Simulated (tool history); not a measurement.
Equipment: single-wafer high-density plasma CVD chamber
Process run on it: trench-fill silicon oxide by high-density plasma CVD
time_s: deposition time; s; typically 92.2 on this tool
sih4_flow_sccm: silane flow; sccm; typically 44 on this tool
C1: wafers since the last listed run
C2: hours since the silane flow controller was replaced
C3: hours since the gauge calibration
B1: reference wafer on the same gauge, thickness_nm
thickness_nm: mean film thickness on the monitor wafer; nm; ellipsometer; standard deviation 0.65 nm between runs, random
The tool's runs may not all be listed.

run 1 hour=0.0 | time_s=102.9 sih4_flow_sccm=44 | C1=0 C2=1900.0 C3=78.8 | B1=375.523 | thickness_nm=487.231
run 2 hour=13.1 | time_s=92.2 sih4_flow_sccm=44 | C1=226 C2=1913.1 C3=91.9 | B1=375.629 | thickness_nm=436.838
run 3 hour=19.4 | time_s=92.2 sih4_flow_sccm=44 | C1=108 C2=1919.4 C3=98.2 | B1=375.877 | thickness_nm=437.661
run 4 hour=29.6 | time_s=92.2 sih4_flow_sccm=41 | C1=176 C2=1929.6 C3=108.4 | B1=376.046 | thickness_nm=412.862
run 5 hour=47.2 | time_s=92.2 sih4_flow_sccm=41 | C1=303 C2=1947.2 C3=126.0 | B1=376.341 | thickness_nm=413.816
run 6 hour=56.4 | time_s=84.5 sih4_flow_sccm=44 | C1=158 C2=1956.4 C3=135.2 | B1=376.416 | thickness_nm=402.994
run 7 hour=68.5 | time_s=84.5 sih4_flow_sccm=44 | C1=208 C2=1968.5 C3=147.3 | B1=376.635 | thickness_nm=401.571
run 8 hour=86.4 | time_s=92.2 sih4_flow_sccm=44 | C1=309 C2=1986.4 C3=165.2 | B1=376.869 | thickness_nm=440.143
run 9 hour=98.2 | time_s=92.2 sih4_flow_sccm=44 | C1=203 C2=1998.2 C3=177.0 | B1=377.082 | thickness_nm=440.017
run 10 hour=109.3 | time_s=77.9 sih4_flow_sccm=51 | C1=191 C2=2009.3 C3=188.1 | B1=377.208 | thickness_nm=423.001
-- hour=111.8 gauge calibrated
run 11 hour=120.6 | time_s=92.2 sih4_flow_sccm=44 | C1=195 C2=2020.6 C3=8.8 | B1=374.449 | thickness_nm=436.226
run 12 hour=133.7 | time_s=80.3 sih4_flow_sccm=38 | C1=226 C2=2033.7 C3=21.9 | B1=374.691 | thickness_nm=336.304
-- hour=142.6 silane flow controller replaced
run 13 hour=148.3 | time_s=85.2 sih4_flow_sccm=44 | C1=113 C2=5.7 C3=36.5 | B1=374.702 | thickness_nm=403.676
run 14 hour=162.0 | time_s=97.4 sih4_flow_sccm=53 | C1=236 C2=19.4 C3=50.2 | B1=375.023 | thickness_nm=542.054
run 15 hour=178.5 | time_s=92.2 sih4_flow_sccm=35 | C1=284 C2=35.9 C3=66.7 | B1=375.139 | thickness_nm=360.794
run 16 hour=192.8 | time_s=103.1 sih4_flow_sccm=39 | C1=246 C2=50.2 C3=81.0 | B1=375.486 | thickness_nm=441.547
run 17 hour=209.6 | time_s=97.5 sih4_flow_sccm=47 | C1=290 C2=67.0 C3=97.8 | B1=375.703 | thickness_nm=489.526
run 18 hour=224.9 | time_s=92.2 sih4_flow_sccm=44 | C1=264 C2=82.3 C3=113.1 | B1=375.944 | thickness_nm=438.040

4 ways to go on from here, each from the tool as it stands after run 18. What would each give?
run A hour=225.3 | time_s=105.6 sih4_flow_sccm=44 | C1=6 C2=82.7 C3=113.5 | B1=? | thickness_nm=?
run B hour=225.3 | time_s=102.8 sih4_flow_sccm=52 | C1=6 C2=82.7 C3=113.5 | B1=? | thickness_nm=?
run C hour=225.3 | time_s=100.6 sih4_flow_sccm=41 | C1=6 C2=82.7 C3=113.5 | B1=? | thickness_nm=?
run D hour=225.3 | time_s=92.2 sih4_flow_sccm=49 | C1=6 C2=82.7 C3=113.5 | B1=? | thickness_nm=?

run=A B1=376.156 thickness_nm=501.482
run=B B1=376.156 thickness_nm=563.701
run=C B1=376.156 thickness_nm=450.025
run=D B1=376.156 thickness_nm=480.177
Without the tool's hidden state the same runs would have given:
run=A thickness_nm=498.812
run=B thickness_nm=560.699
run=C thickness_nm=447.629
run=D thickness_nm=477.621
